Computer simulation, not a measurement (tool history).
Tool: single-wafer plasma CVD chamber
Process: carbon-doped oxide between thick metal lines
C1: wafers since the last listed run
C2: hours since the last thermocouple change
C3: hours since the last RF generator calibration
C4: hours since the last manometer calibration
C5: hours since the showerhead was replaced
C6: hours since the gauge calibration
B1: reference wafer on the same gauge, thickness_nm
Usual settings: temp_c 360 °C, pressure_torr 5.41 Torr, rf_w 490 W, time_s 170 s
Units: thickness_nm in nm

Run 1, hour 0.0: usual settings; C1 0; C2 2708.8; C3 882.8; C4 60.6; C5 3482.1; C6 726.3; B1 919.022. Result: thickness_nm 749.442 nm.
Run 2, hour 14.6: usual settings; C1 123; C2 2723.4; C3 897.4; C4 75.2; C5 3496.7; C6 740.9; B1 920.339. Result: thickness_nm 751.829 nm.
Run 3, hour 34.2: usual settings; C1 165; C2 2743.0; C3 917.0; C4 94.8; C5 3516.3; C6 760.5; B1 921.412. Result: thickness_nm 746.923 nm.
At hour 59.4: thermocouple changed; heater temperature recalibrated.
Run 4, hour 60.0: usual settings but pressure_torr 6.45 Torr; C1 150; C2 0.6; C3 942.8; C4 120.6; C5 3542.1; C6 786.3; B1 920.004. Result: thickness_nm 762.091 nm.
Run 5, hour 74.3: usual settings but temp_c 355 °C; C1 120; C2 14.9; C3 957.1; C4 134.9; C5 3556.4; C6 800.6; B1 919.967. Result: thickness_nm 759.531 nm.
Run 6, hour 93.9: usual settings but temp_c 353 °C, pressure_torr 6.72 Torr; C1 165; C2 34.5; C3 976.7; C4 154.5; C5 3576.0; C6 820.2; B1 919.207. Result: thickness_nm 780.448 nm.
Run 7, hour 108.9: usual settings; C1 126; C2 49.5; C3 991.7; C4 169.5; C5 3591.0; C6 835.2; B1 919.032. Result: thickness_nm 748.336 nm.
Run 8, hour 136.8: usual settings but temp_c 374 °C, rf_w 425 W, time_s 189 s; C1 235; C2 77.4; C3 1019.6; C4 197.4; C5 3618.9; C6 863.1; B1 918.568. Result: thickness_nm 772.990 nm.
At hour 145.1: showerhead replaced.
At hour 148.7: RF generator calibrated.
Run 9, hour 162.6: usual settings but pressure_torr 6.17 Torr; C1 119; C2 103.2; C3 13.9; C4 223.2; C5 17.5; C6 888.9; B1 919.755. Result: thickness_nm 780.001 nm.
Run 10, hour 182.4: usual settings; C1 167; C2 123.0; C3 33.7; C4 243.0; C5 37.3; C6 908.7; B1 920.366. Result: thickness_nm 762.910 nm.
Run 11, hour 209.9: usual settings but temp_c 350 °C, rf_w 430 W; C1 231; C2 150.5; C3 61.2; C4 270.5; C5 64.8; C6 936.2; B1 920.443. Result: thickness_nm 760.543 nm.
Run 12, hour 232.2: usual settings; C1 188; C2 172.8; C3 83.5; C4 292.8; C5 87.1; C6 958.5; B1 920.991. Result: thickness_nm 768.860 nm.
Run 13, hour 263.1: usual settings; C1 260; C2 203.7; C3 114.4; C4 323.7; C5 118.0; C6 989.4; B1 919.683. Result: thickness_nm 770.191 nm.
At hour 268.0: gauge calibrated.
Run 14, hour 356.1: usual settings; C1 784; C2 296.7; C3 207.4; C4 416.7; C5 211.0; C6 88.1; B1 920.299. Result: thickness_nm 764.301 nm.
Run 15, hour 377.5: usual settings but temp_c 349 °C, pressure_torr 6.55 Torr; C1 180; C2 318.1; C3 228.8; C4 438.1; C5 232.4; C6 109.5; B1 919.977. Result: thickness_nm 796.033 nm.
Run 16, hour 403.1: usual settings; C1 215; C2 343.7; C3 254.4; C4 463.7; C5 258.0; C6 135.1; B1 920.190. Result: thickness_nm 763.817 nm.
Run 17, hour 429.4: usual settings but temp_c 354 °C, pressure_torr 4.64 Torr, rf_w 395 W; C1 221; C2 370.0; C3 280.7; C4 490.0; C5 284.3; C6 161.4; B1 920.373. Result: thickness_nm 705.342 nm.
Run 18, hour 461.0: usual settings; C1 266; C2 401.6; C3 312.3; C4 521.6; C5 315.9; C6 193.0; B1 920.118. Result: thickness_nm 754.549 nm.
Run 19, hour 490.6: usual settings but temp_c 373 °C, rf_w 550 W; C1 249; C2 431.2; C3 341.9; C4 551.2; C5 345.5; C6 222.6; B1 920.694. Result: thickness_nm 763.470 nm.
Run 20, hour 503.5: usual settings but temp_c 373 °C, rf_w 550 W; C1 108; C2 444.1; C3 354.8; C4 564.1; C5 358.4; C6 235.5; B1 921.562. Result: thickness_nm 768.406 nm.
Run 21, hour 536.6: usual settings but time_s 196 s; C1 279; C2 477.2; C3 387.9; C4 597.2; C5 391.5; C6 268.6; B1 919.939. Result: thickness_nm 874.816 nm.
Run 22, hour 563.2: usual settings but temp_c 349 °C, pressure_torr 6.22 Torr, time_s 185 s; C1 224; C2 503.8; C3 414.5; C4 623.8; C5 418.1; C6 295.2; B1 920.514. Result: thickness_nm 862.497 nm.
Run 23, hour 579.4: usual settings; C1 136; C2 520.0; C3 430.7; C4 640.0; C5 434.3; C6 311.4; B1 920.211. Result: thickness_nm 751.581 nm.
Run 24, hour 593.8: usual settings but temp_c 346 °C, time_s 136 s; C1 121; C2 534.4; C3 445.1; C4 654.4; C5 448.7; C6 325.8; B1 920.305. Result: thickness_nm 625.865 nm.
Run 25, hour 625.5: usual settings but temp_c 346 °C, pressure_torr 6.57 Torr, rf_w 445 W, time_s 203 s; C1 267; C2 566.1; C3 476.8; C4 686.1; C5 480.4; C6 357.5; B1 920.573. Result: thickness_nm 923.786 nm.

Run 26 comes next. What will it give?
Run 26, hour 650.6: usual settings but temp_c 366 °C, rf_w 540 W; C1 211; C2 591.2; C3 501.9; C4 711.2; C5 505.5; C6 382.6; B1 ?. Result: thickness_nm ?.

B1: 920.981
thickness_nm: 771.226 nm
Without the tool's hidden state the same run would have given thickness_nm 787.079 nm.
